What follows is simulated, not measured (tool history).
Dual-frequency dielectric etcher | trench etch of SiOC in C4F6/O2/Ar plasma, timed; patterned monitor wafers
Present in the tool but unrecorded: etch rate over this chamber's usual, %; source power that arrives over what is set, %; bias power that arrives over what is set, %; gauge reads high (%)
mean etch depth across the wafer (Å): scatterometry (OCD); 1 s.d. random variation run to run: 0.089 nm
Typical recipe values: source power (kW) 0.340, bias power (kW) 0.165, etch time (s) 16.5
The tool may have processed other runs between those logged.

run	hour	source power (kW)	bias power (kW)	etch time (s)	wafers since the last listed run	hours since the last wet clean	hours since the last source power generator calibration	hours since the last bias power generator calibration	hours since the last upper electrode change	hours since the gauge calibration	read-back reference wafer on the same gauge, depth_nm	mean etch depth across the wafer (Å)
1	0.0	0.340	0.195	16.5	0	241.6	984.1	3634.1	73.5	2896.5	32.23	315.9
2	170.9	0.340	0.165	16.5	3370	412.5	1155.0	3805.0	244.4	3067.4	32.19	304.4
3	246.8	0.340	0.165	16.5	1497	488.4	1230.9	3880.9	320.3	3143.3	32.19	303.9
4	304.2	0.340	0.165	16.5	1132	545.8	1288.3	3938.3	377.7	3200.7	32.21	304.0
# hour 308.3: bias power generator calibrated
# hour 380.6: wet clean of the chamber
# hour 414.4: gauge calibrated
5	531.2	0.340	0.165	15.0	3925	150.6	1515.3	222.9	604.7	116.8	32.21	275.1
6	577.2	0.400	0.141	16.5	907	196.6	1561.3	268.9	650.7	162.8	32.20	306.8
7	659.3	0.340	0.165	16.5	1619	278.7	1643.4	351.0	732.8	244.9	32.22	303.3
8	743.8	0.340	0.194	14.0	1666	363.2	1727.9	435.5	817.3	329.4	32.19	269.6
9	837.1	0.320	0.194	12.0	1840	456.5	1821.2	528.8	910.6	422.7	32.22	227.8
10	884.3	0.340	0.126	12.5	930	503.7	1868.4	576.0	957.8	469.9	32.20	217.8
11	936.3	0.370	0.188	19.5	1025	555.7	1920.4	628.0	1009.8	521.9	32.18	381.6
# hour 977.3: wet clean of the chamber
12	1015.1	0.380	0.203	16.5	1080	37.8	1999.2	706.8	1088.6	600.7	32.22	326.7
13	1103.6	0.280	0.132	14.5	1745	126.3	2087.7	795.3	1177.1	689.2	32.22	236.9
14	1142.1	0.370	0.191	19.0	759	164.8	2126.2	833.8	1215.6	727.7	32.17	367.3
15	1204.2	0.410	0.145	16.5	1224	226.9	2188.3	895.9	1277.7	789.8	32.19	307.5
16	1256.5	0.340	0.165	16.5	1031	279.2	2240.6	948.2	1330.0	842.1	32.19	300.4
17	1304.5	0.270	0.133	16.5	946	327.2	2288.6	996.2	1378.0	890.1	32.23	269.0
18	1372.6	0.340	0.132	12.0	1343	395.3	2356.7	1064.3	1446.1	958.2	32.19	207.6
# hour 1434.3: source power generator calibrated
19	1474.7	0.340	0.165	16.5	1934	497.4	40.4	1166.4	1548.2	1060.3	32.20	307.2
20	1540.6	0.380	0.165	16.5	1299	563.3	106.3	1232.3	1614.1	1126.2	32.19	318.6
# hour 1623.4: wet clean of the chamber
21	1628.4	0.340	0.165	16.5	1258	5.0	194.1	1320.1	1701.9	1214.0	32.22	304.4
22	1675.1	0.420	0.165	16.5	921	51.7	240.8	1366.8	1748.6	1260.7	32.23	322.1
23	1715.4	0.260	0.165	21.0	794	92.0	281.1	1407.1	1788.9	1301.0	32.21	359.0
24	1790.2	0.420	0.139	14.0	1475	166.8	355.9	1481.9	1863.7	1375.8	32.18	263.9
25	1892.4	0.340	0.126	12.5	2015	269.0	458.1	1584.1	1965.9	1478.0	32.22	217.7
26	1958.0	0.340	0.146	21.5	1293	334.6	523.7	1649.7	2031.5	1543.6	32.17	386.6
27	2061.3	0.280	0.190	19.5	2037	437.9	627.0	1753.0	2134.8	1646.9	32.19	355.6
28	2114.6	0.340	0.187	16.5	1051	491.2	680.3	1806.3	2188.1	1700.2	32.23	314.8

State the hidden condition of the tool at each of the runs:
bias power that arrives over what is set, %: 0 on each run
gauge reads high (%): 0 on each run
H1: etch rate over this chamber's usual, %
H2: source power that arrives over what is set, %
run	H1	H2
1	0.468	-2
2	0.879	-2.39
3	1.06	-2.56
4	1.2	-2.69
5	0.578	-3.2
6	0.689	-3.3
7	0.886	-3.49
8	1.09	-3.68
9	1.31	-3.89
10	1.43	-4
11	1.55	-4.11
12	-0.0787	-4.29
13	0.134	-4.49
14	0.227	-4.58
15	0.376	-4.72
16	0.502	-4.84
17	0.617	-4.95
18	0.781	-5.1
19	1.03	1.2
20	1.19	1.05
21	-0.265	0.851
22	-0.153	0.745
23	-0.056	0.654
24	0.124	0.486
25	0.37	0.255
26	0.528	0.107
27	0.776	-0.127
28	0.904	-0.247
